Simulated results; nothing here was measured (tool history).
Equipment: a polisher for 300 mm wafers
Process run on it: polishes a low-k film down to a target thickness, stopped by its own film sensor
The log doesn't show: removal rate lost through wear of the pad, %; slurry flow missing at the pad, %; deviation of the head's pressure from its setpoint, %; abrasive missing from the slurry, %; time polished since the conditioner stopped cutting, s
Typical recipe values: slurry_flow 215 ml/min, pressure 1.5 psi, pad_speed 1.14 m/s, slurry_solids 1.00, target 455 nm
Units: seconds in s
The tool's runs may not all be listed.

run    hour  slurry_flow  pressure  pad_speed  slurry_solids  target  wafers since the last listed run  wafers polished on this pad  hours since the slurry nozzle was cleaned  hours since the head pressure was calibrated  hours since the slurry blender was calibrated  hours since the conditioning disc was replaced  incoming thickness of the incoming film, nm  seconds
  1     0.0          215       1.5       0.90           1.00     455                                 0                           96                                      199.8                                         212.8                                           68.4                                            62.1                                        503.3    157.4
       94.3  -- slurry nozzle cleaned
  2   101.5          215       1.5       0.90           1.00     455                               643                          740                                        7.2                                         314.3                                          169.9                                           163.6                                        506.4    166.4
  3   143.0          215       1.5       1.14           1.00     455                               265                         1006                                       48.7                                         355.8                                          211.4                                           205.1                                        510.5    162.7
      202.7  -- conditioning disc replaced and pad reconditioned
      213.0  -- slurry blender recalibrated
      248.0  -- worn pad replaced by a new one
      440.0  -- slurry nozzle cleaned
      445.6  -- conditioning disc replaced and pad reconditioned
  4   462.0          215       1.5       1.14           1.00     455                              1972                         1351                                       22.0                                         674.8                                          249.0                                            16.4                                        491.5    106.8
      489.5  -- slurry blender recalibrated
      512.2  -- worn pad replaced by a new one
  5   540.8          215       1.5       1.14           1.00     450                               466                          183                                      100.8                                         753.6                                           51.3                                            95.2                                        503.0    154.1
  6   589.1          215       1.5       1.14           1.00     450                               309                          492                                      149.1                                         801.9                                           99.6                                           143.5                                        507.0    168.1
  7   640.6          215       1.5       1.14           1.00     455                               329                          822                                      200.6                                         853.4                                          151.1                                           195.0                                        492.1    109.2
      688.1  -- conditioning disc replaced and pad reconditioned
  8   725.5          215       1.5       1.14           1.00     455                               530                         1353                                      285.5                                         938.3                                          236.0                                            37.4                                        503.6    144.4
      734.6  -- slurry blender recalibrated
      764.9  -- slurry nozzle cleaned
      778.9  -- worn pad replaced by a new one
  9   801.2          215       1.5       0.94           1.15     465                               440                          142                                       36.3                                        1014.0                                           66.6                                           113.1                                        506.6    121.2
 10   840.3          215       1.5       0.78           1.25     455                               250                          393                                       75.4                                        1053.1                                          105.7                                           152.2                                        495.1    129.2
 11   916.5          250       1.7       1.14           0.80     460                               488                          881                                      151.6                                        1129.3                                          181.9                                           228.4                                        503.3    125.4
      958.3  -- conditioning disc replaced and pad reconditioned
 12   967.2          260       1.5       1.14           1.25     455                               311                         1193                                      202.3                                        1180.0                                          232.6                                             8.9                                        498.9    110.7
     1004.0  -- slurry blender recalibrated
     1058.7  -- worn pad replaced by a new one
     1069.1  -- head pressure recalibrated
 13  1073.7          215       1.5       1.14           1.10     455                               630                           83                                      308.8                                           4.6                                           69.7                                           115.4                                        504.5    135.8
     1101.5  -- slurry nozzle cleaned
 14  1117.9          215       1.5       1.14           1.00     464                               276                          359                                       16.4                                          48.8                                          113.9                                           159.6                                        497.5     94.9
 15  1168.0          215       1.5       1.14           1.00     455                               320                          680                                       66.5                                          98.9                                          164.0                                           209.7                                        498.7    127.9
     1266.7  -- conditioning disc replaced and pad reconditioned
     1308.2  -- slurry blender recalibrated
     1354.2  -- worn pad replaced by a new one
 16  1363.5          215       1.5       0.90           1.00     455                              1200                           59                                      262.0                                         294.4                                           55.3                                            96.8                                        499.3    142.1

5 ways to go on from here, each from the tool as it stands after run 16. What would each give?
  A  1364.0          215       1.5       1.34           1.00     455                                 3                           62                                      262.5                                         294.9                                           55.8                                            97.3                                        499.7        ?
  B  1364.0          215       1.0       1.00           1.10     455                                 3                           62                                      262.5                                         294.9                                           55.8                                            97.3                                        499.7        ?
  C  1364.0          215       1.5       0.96           1.00     455                                 3                           62                                      262.5                                         294.9                                           55.8                                            97.3                                        499.7        ?
  D  1364.0          215       1.2       0.90           1.00     451                                 3                           62                                      262.5                                         294.9                                           55.8                                            97.3                                        499.7        ?
  E  1364.0          155       1.5       0.76           1.00     455                                 3                           62                                      262.5                                         294.9                                           55.8                                            97.3                                        499.7        ?

run  seconds
  A    119.5
  B    173.8
  C    140.2
  D    184.1
  E    163.2
With the hidden condition removed and each run's random variation left untouched, the same runs would have given:
run  seconds
  A    119.5
  B    173.8
  C    140.2
  D    184.1
  E    163.2

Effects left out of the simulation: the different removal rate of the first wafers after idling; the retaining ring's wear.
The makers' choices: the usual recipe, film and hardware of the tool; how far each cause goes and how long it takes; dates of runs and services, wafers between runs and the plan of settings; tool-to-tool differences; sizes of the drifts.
